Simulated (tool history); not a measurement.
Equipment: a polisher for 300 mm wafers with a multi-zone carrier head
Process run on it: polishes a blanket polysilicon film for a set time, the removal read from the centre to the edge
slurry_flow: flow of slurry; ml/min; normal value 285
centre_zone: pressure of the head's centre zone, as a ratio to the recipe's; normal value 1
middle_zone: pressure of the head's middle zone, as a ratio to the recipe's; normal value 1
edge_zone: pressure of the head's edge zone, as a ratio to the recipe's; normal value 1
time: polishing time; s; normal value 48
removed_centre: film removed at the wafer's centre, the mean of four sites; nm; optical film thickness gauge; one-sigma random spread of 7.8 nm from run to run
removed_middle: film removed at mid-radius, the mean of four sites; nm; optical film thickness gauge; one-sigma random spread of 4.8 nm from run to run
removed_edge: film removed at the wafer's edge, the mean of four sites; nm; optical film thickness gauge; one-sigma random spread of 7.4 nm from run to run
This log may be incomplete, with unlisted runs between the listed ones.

run,hour,slurry_flow,centre_zone,middle_zone,edge_zone,time,wafers since the last listed run,wafers polished on this pad,hours since the slurry nozzle was cleaned,hours since the centre zone pressure was calibrated,hours since the edge zone pressure was calibrated,hours since the carrier head's membrane was replaced,"incoming thickness of the incoming film, nm",removed_centre,removed_middle,removed_edge
1,0,285,1,1,1,48,0,1217,478,181,396.3,1341.5,2048,770.5,753.5,765.8
2,16.4,285,1,1,1,48,132,1349,494.4,197.4,412.7,1357.9,1998,782.1,753.9,765.2
# hour 34.8: worn pad replaced by a new one
3,55.6,285,1,1,1,59,284,167,533.6,236.6,451.9,1397.1,1992.7,932.8,930,937.9
4,68.9,285,1,1,1,59,107,275,546.9,249.9,465.2,1410.4,2031.4,950.1,914.5,933.6
5,88.6,285,1,1,1,39,159,434,566.6,269.6,484.9,1430.1,1974.7,618.3,612,611.3
6,120,285,1,1,1,39,253,688,598,301,516.3,1461.5,1984.4,612.2,606.7,612.4
7,141.8,285,1,1,1,39,176,864,619.8,322.8,538.1,1483.3,1984.6,609.5,606.6,607.9
8,171.7,285,1,1,1,48,241,1106,649.7,352.7,568,1513.2,1999.4,742.3,754.5,753.5
# hour 188.2: worn pad replaced by a new one
9,190.4,285,1,1,1,48,118,18,668.4,371.4,586.7,1531.9,2013.7,749.2,741.9,752
# hour 205.9: carrier head's membrane replaced by a new one
10,206.4,285,1,1,1.11,48,88,107,684.4,387.4,602.7,0.5,1979.3,751.6,744.3,780.1
# hour 269.8: edge zone pressure recalibrated
# hour 287.7: slurry nozzle cleaned
11,308.5,285,1,1.11,1,48,801,908,20.8,489.5,38.7,102.6,2030,787.9,839.9,773.3
# hour 337.3: worn pad replaced by a new one
12,339.9,285,1,1,1,48,221,21,52.2,520.9,70.1,134,1990.3,799.8,780.6,777.3
13,369,285,1,1,1,48,235,256,81.3,550,99.2,163.1,1992.7,789.8,778.9,775.5
14,386,375,1,0.92,1.09,43,137,393,98.3,567,116.2,180.1,2047.3,724.3,669.7,737.6
# hour 398.1: centre zone pressure recalibrated
15,478.4,285,1,1,1,48,730,1124,190.7,80.3,208.6,272.5,2036.2,780.1,770.9,775.5
# hour 495: worn pad replaced by a new one
16,495.5,285,1,1,1,48,105,4,207.8,97.4,225.7,289.6,2029.3,790.5,772.6,776.3
17,518,285,1,1,1,42,181,186,230.3,119.9,248.2,312.1,2014.8,693.1,665.3,675.6
18,539.9,285,1.08,0.93,1.11,36,177,363,252.2,141.8,270.1,334,2025.1,632.5,539.4,615.9
19,563.4,230,1.07,1,1,56,190,553,275.7,165.3,293.6,357.5,1967.5,955.9,878.7,886.2
20,578,285,1.05,1.07,1.11,48,118,671,290.3,179.9,308.2,372.1,2006.3,816.8,812.7,832.5
21,593,255,1,0.95,1.09,35,121,792,305.3,194.9,323.2,387.1,2001.1,559.6,528.4,580.1

Measured result minus the same run's result without the hidden state. Both carry the same run-to-run variation, though not necessarily the same gauge scatter:
What the log doesn't record here: removal rate lost through wear of the pad, %; slurry flow missing at the pad, %; deviation of the centre zone's pressure from its setpoint, %; deviation of the edge zone's pressure from its setpoint, %.
run,removed_centre,removed_middle,removed_edge
1,-17.7,-15.6,-11.9
2,-19.4,-16.8,-12.8
3,-27.4,-24.6,-18.6
4,-29.5,-25.6,-19.6
5,-20.9,-18.6,-13.9
6,-23.6,-21.1,-15.9
7,-25.8,-23.1,-17.2
8,-35.5,-32.5,-24.2
9,-38.8,-34.5,-26.1
10,-41.7,-37,-28.8
11,-1.7,-1.6,-1.1
12,-1.8,-1.6,-1.2
13,-2.1,-1.8,-1.3
14,-1.6,-1.2,-1
15,-3.8,-3.4,-2.6
16,-4.3,-3.8,-2.9
17,-4.3,-3.8,-2.9
18,-4.6,-3.5,-3
19,-10,-8.1,-6.1
20,-7.2,-6.5,-5
21,-6.1,-5.2,-4.3

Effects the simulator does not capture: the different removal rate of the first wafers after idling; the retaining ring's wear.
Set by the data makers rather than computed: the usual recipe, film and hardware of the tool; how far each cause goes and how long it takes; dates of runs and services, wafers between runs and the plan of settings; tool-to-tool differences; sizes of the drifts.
